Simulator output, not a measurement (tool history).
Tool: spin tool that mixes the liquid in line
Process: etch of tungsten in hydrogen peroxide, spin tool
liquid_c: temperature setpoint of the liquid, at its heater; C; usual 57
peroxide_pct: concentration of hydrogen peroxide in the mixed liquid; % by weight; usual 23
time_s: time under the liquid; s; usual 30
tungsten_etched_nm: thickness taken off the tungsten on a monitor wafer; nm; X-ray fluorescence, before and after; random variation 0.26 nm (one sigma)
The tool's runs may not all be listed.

run   hour  liquid_c  peroxide_pct  time_s  wafers since the last listed run  hours since the thermometer was replaced  hours since the peroxide flow meter was replaced  hours since the heated supply line was repaired  hours since the drum of peroxide was connected  hours since the gauge calibration  read-back film thickness of the tungsten reference wafer, read on the same gauge (nm)  tungsten_etched_nm
  1      0        57            23      30                                 0                                     526.8                                             587.4                                           2714.5                                           334.1                               77.2                                                                                     40               56.68
  2   14.9        57            23      30                               298                                     541.7                                             602.3                                           2729.4                                             349                               92.1                                                                                  40.01               56.93
      16.5  -- gauge calibrated
  3     26        57            23      30                               222                                     552.8                                             613.4                                           2740.5                                           360.1                                9.5                                                                                     40               56.88
  4   32.7        57            23      30                               134                                     559.5                                             620.1                                           2747.2                                           366.8                               16.2                                                                                  40.01               57.23
  5   46.1        57            23      30                               268                                     572.9                                             633.5                                           2760.6                                           380.2                               29.6                                                                                  40.03               56.56
      52.9  -- heated supply line repaired
      55.3  -- peroxide flow meter replaced
  6   56.2        57            23      30                               162                                       583                                               0.9                                              3.3                                           390.3                               39.7                                                                                     40               50.29
  7   69.9        65            23      20                               274                                     596.7                                              14.6                                               17                                             404                               53.4                                                                                     40                53.7
      82.8  -- heated supply line repaired, repeated, since the last time left the tool worse
  8   83.3      65.5            19      30                               248                                     610.1                                                28                                              0.5                                           417.4                               66.8                                                                                  39.99                  97
  9   91.9        52            17      20                               172                                     618.7                                              36.6                                              9.1                                             426                               75.4                                                                                     40               27.87
      96.1  -- new drum of peroxide connected
 10  101.6        57            23      30                               174                                     628.4                                              46.3                                             18.8                                             5.5                               85.1                                                                                  40.01               65.49
     108.5  -- thermometer replaced
 11    109        57            23      30                               128                                       0.5                                              53.7                                             26.2                                            12.9                               92.5                                                                                     40                65.3
     115.5  -- gauge calibrated
 12  117.2        57            18      50                               164                                       8.7                                              61.9                                             34.4                                            21.1                                1.7                                                                                  39.99               96.42
 13  128.4      62.5            25      15                               224                                      19.9                                              73.1                                             45.6                                            32.3                               12.9                                                                                  39.99               46.87
 14  136.2        57            16      30                               156                                      27.7                                              80.9                                             53.4                                            40.1                               20.7                                                                                  39.98               54.48
 15  153.8        57            23      30                               352                                      45.3                                              98.5                                               71                                            57.7                               38.3                                                                                     40               65.27

Forecast each of these 3 alternatives for the next run:
  A  154.2        47            23      30                                 8                                      45.7                                              98.9                                             71.4                                            58.1                               38.7                                                                                      ?                   ?
  B  154.2      49.5          29.5      30                                 8                                      45.7                                              98.9                                             71.4                                            58.1                               38.7                                                                                      ?                   ?
  C  154.2        54          27.5      40                                 8                                      45.7                                              98.9                                             71.4                                            58.1                               38.7                                                                                      ?                   ?

run  read-back film thickness of the tungsten reference wafer, read on the same gauge (nm)  tungsten_etched_nm
  A                                                                                  39.98                35.4
  B                                                                                  39.98               46.81
  C                                                                                  39.98               79.19
Without the tool's hidden state the same runs would have given:
run  tungsten_etched_nm
  A               36.77
  B                48.6
  C               82.13
